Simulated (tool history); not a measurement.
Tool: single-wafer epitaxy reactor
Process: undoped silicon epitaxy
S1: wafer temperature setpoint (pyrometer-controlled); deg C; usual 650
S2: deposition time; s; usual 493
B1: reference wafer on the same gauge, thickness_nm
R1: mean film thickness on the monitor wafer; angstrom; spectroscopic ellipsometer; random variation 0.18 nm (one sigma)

{"run": 1, "day": 0.0, "S1": 650, "S2": 493, "B1": 68.293, "R1": 822.45}
{"run": 2, "day": 3.908, "S1": 650, "S2": 493, "B1": 68.325, "R1": 819.65}
{"run": 3, "day": 5.412, "S1": 644, "S2": 441, "B1": 68.286, "R1": 638.1}
{"run": 4, "day": 9.838, "S1": 644, "S2": 441, "B1": 68.297, "R1": 637.9}
{"run": 5, "day": 15.988, "S1": 650, "S2": 493, "B1": 68.271, "R1": 816.11}
{"run": 6, "day": 18.271, "S1": 656, "S2": 423, "B1": 68.283, "R1": 806.54}
{"run": 7, "day": 19.842, "S1": 656, "S2": 423, "B1": 68.231, "R1": 808.73}
{"run": 8, "day": 22.342, "S1": 656, "S2": 423, "B1": 68.329, "R1": 807.4}
{"run": 9, "day": 26.225, "S1": 639, "S2": 455, "B1": 68.31, "R1": 580.27}
{"run": 10, "day": 28.3, "S1": 650, "S2": 460, "B1": 68.293, "R1": 762.33}
{"run": 11, "day": 31.167, "S1": 655, "S2": 493, "B1": 68.299, "R1": 918.02}
{"run": 12, "day": 33.021, "S1": 655, "S2": 493, "B1": 68.297, "R1": 914.9}
{"run": 13, "day": 42.475, "S1": 650, "S2": 493, "B1": 68.331, "R1": 808.82}
{"run": 14, "day": 46.038, "S1": 650, "S2": 493, "B1": 68.298, "R1": 809.99}
{"run": 15, "day": 49.812, "S1": 650, "S2": 493, "B1": 68.233, "R1": 814.66}
{"run": 16, "day": 53.762, "S1": 650, "S2": 493, "B1": 68.323, "R1": 812.22}
{"run": 17, "day": 56.05, "S1": 650, "S2": 493, "B1": 68.308, "R1": 812.75}
{"run": 18, "day": 59.708, "S1": 650, "S2": 493, "B1": 68.292, "R1": 810.38}
{"run": 19, "day": 63.075, "S1": 644, "S2": 493, "B1": 68.246, "R1": 698.42}
{"run": 20, "day": 67.367, "S1": 643, "S2": 493, "B1": 68.288, "R1": 682.9}

Forecast run 21:
{"day": 68.096, "done": "gauge calibrated"}
{"run": 21, "day": 69.792, "S1": 650, "S2": 424, "B1": "?", "R1": "?"}

{"run 21": {"B1": 68.338, "R1": 692.23}}
Without the tool's hidden state the same run would have given R1 708.22 angstrom.

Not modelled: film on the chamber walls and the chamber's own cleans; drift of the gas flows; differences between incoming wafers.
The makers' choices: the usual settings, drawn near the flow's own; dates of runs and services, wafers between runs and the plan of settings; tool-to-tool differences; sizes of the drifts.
